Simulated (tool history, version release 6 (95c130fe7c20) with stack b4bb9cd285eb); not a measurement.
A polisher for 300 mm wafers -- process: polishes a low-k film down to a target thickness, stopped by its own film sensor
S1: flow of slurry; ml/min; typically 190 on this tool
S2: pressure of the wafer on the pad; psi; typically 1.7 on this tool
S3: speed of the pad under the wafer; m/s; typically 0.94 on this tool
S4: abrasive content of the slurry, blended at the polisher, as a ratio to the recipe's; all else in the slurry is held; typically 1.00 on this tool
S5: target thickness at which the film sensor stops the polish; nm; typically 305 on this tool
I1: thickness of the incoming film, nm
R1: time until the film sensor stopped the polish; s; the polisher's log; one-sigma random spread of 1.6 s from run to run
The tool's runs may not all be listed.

run	hour	S1	S2	S3	S4	S5	I1	R1
1	0.0	190	1.7	1.08	1.00	305	339.8	102.1
2	35.3	190	1.7	0.82	1.00	305	338.4	114.2
# hour 42.1: worn pad replaced by a new one
3	71.1	190	1.7	0.82	1.00	305	339.0	115.6
# hour 83.8: slurry blender recalibrated
4	96.4	190	1.7	0.94	1.00	311	346.6	114.4
# hour 109.7: slurry nozzle cleaned
5	126.6	190	1.7	0.94	1.00	311	339.8	92.2
6	183.1	190	1.7	0.94	1.00	305	333.7	92.2
7	250.9	190	1.7	0.94	1.00	305	335.2	95.7
8	318.8	190	1.7	0.94	1.00	311	342.2	97.4
9	354.2	150	2.2	0.94	0.85	305	343.7	107.1
# hour 373.9: conditioning disc replaced and pad reconditioned
10	386.2	130	1.4	0.76	1.00	311	337.6	111.6
# hour 453.5: worn pad replaced by a new one
11	455.5	190	1.7	0.94	1.00	305	338.6	106.1
# hour 462.5: slurry blender recalibrated
12	499.9	150	1.7	0.94	1.00	305	343.4	119.9
13	524.2	190	1.7	0.94	1.00	305	344.9	125.5
14	550.4	225	2.3	0.94	1.00	298	342.5	103.6
15	587.3	190	1.7	0.94	1.00	315	341.5	80.2
16	651.9	255	1.7	1.12	0.85	311	339.5	86.0
# hour 685.1: slurry nozzle cleaned
17	711.8	190	1.5	0.94	1.25	300	340.2	128.4
18	756.3	150	1.7	0.94	1.00	315	343.1	87.0
# hour 798.8: slurry blender recalibrated
19	804.9	190	2.3	0.94	1.00	305	341.9	82.1
20	860.4	215	1.9	1.18	1.00	305	340.3	85.1
# hour 879.5: conditioning disc replaced and pad reconditioned
# hour 883.9: worn pad replaced by a new one
21	918.3	190	1.7	0.94	1.00	305	336.4	95.3
22	961.6	135	1.7	0.94	0.80	299	340.0	141.7
23	994.6	190	1.7	1.22	0.75	316	340.6	72.7
24	1059.4	190	1.7	0.94	1.10	305	345.7	117.1
# hour 1085.4: head pressure recalibrated
25	1107.9	190	1.7	0.94	1.00	305	333.7	88.3

4 options for the next run, each taken on its own from the tool as it stands now. Forecast them:
A	1108.3	190	1.7	0.94	1.00	305	339.7	?
B	1108.3	190	1.5	0.94	1.00	298	339.7	?
C	1108.3	190	1.7	0.76	1.00	305	339.7	?
D	1108.3	190	2.1	0.94	1.00	305	339.7	?

run	R1
A	104.5
B	141.6
C	115.2
D	85.2
Take away the tool's hidden state, keep each run's random variation, and the runs would have read:
run	R1
A	105.0
B	142.3
C	115.7
D	85.5
